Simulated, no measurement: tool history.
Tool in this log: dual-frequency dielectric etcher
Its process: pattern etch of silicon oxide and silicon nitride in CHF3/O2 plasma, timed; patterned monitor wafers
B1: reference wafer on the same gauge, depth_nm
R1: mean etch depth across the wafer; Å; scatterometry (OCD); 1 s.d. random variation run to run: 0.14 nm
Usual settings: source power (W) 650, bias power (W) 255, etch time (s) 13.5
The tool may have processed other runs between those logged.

Run 1, hour 0: usual settings; B1 20.91. Result: R1 241.6 Å.
Run 2, hour 34.3: usual settings; B1 20.88. Result: R1 239.7 Å.
Run 3, hour 47.7: usual settings; B1 20.91. Result: R1 239.3 Å.
Run 4, hour 77.6: usual settings but etch time (s) 11; B1 20.89. Result: R1 196.5 Å.
At hour 131.4: upper electrode replaced, of another model than before.
Run 5, hour 141.1: usual settings but etch time (s) 11; B1 20.92. Result: R1 193.5 Å.
Run 6, hour 156.9: usual settings but source power (W) 800, etch time (s) 10.5; B1 20.87. Result: R1 202.4 Å.
At hour 186.4: bias power generator calibrated.
Run 7, hour 186.9: usual settings; B1 20.91. Result: R1 236.4 Å.
At hour 199.2: source power generator calibrated.
Run 8, hour 217.2: usual settings but source power (W) 780, bias power (W) 214, etch time (s) 15; B1 20.91. Result: R1 274.9 Å.
Run 9, hour 236.8: usual settings but source power (W) 800, bias power (W) 193, etch time (s) 16; B1 20.91. Result: R1 294.3 Å.
At hour 263: gauge calibrated.
Run 10, hour 265.6: usual settings; B1 20.9. Result: R1 235.7 Å.
Run 11, hour 281.2: usual settings but source power (W) 790, bias power (W) 314, etch time (s) 9.5; B1 20.91. Result: R1 187.1 Å.
Run 12, hour 295.9: usual settings but source power (W) 730, bias power (W) 209, etch time (s) 10.5; B1 20.91. Result: R1 187.1 Å.
Run 13, hour 310.8: usual settings; B1 20.88. Result: R1 234.7 Å.
Run 14, hour 417.2: usual settings but bias power (W) 297, etch time (s) 16.5; B1 20.91. Result: R1 295.4 Å.
Run 15, hour 447.1: usual settings but source power (W) 700, bias power (W) 231; B1 20.9. Result: R1 236.5 Å.
At hour 494: wet clean of the chamber.
Run 16, hour 494.5: usual settings but source power (W) 760, bias power (W) 214, etch time (s) 11.5; B1 20.88. Result: R1 212.7 Å.
Run 17, hour 499: usual settings; B1 20.91. Result: R1 240.1 Å.
Run 18, hour 513.3: usual settings but source power (W) 560, bias power (W) 232, etch time (s) 15.5; B1 20.9. Result: R1 254 Å.

Estimate the outcome of run 19 from the log above:
Run 19, hour 527.2: usual settings; B1 ?. Result: R1 ?.

For run 19 the tool returned B1 20.87, R1 240.8 Å.
With no hidden state in the tool, this same run would have given R1 241.1 Å.

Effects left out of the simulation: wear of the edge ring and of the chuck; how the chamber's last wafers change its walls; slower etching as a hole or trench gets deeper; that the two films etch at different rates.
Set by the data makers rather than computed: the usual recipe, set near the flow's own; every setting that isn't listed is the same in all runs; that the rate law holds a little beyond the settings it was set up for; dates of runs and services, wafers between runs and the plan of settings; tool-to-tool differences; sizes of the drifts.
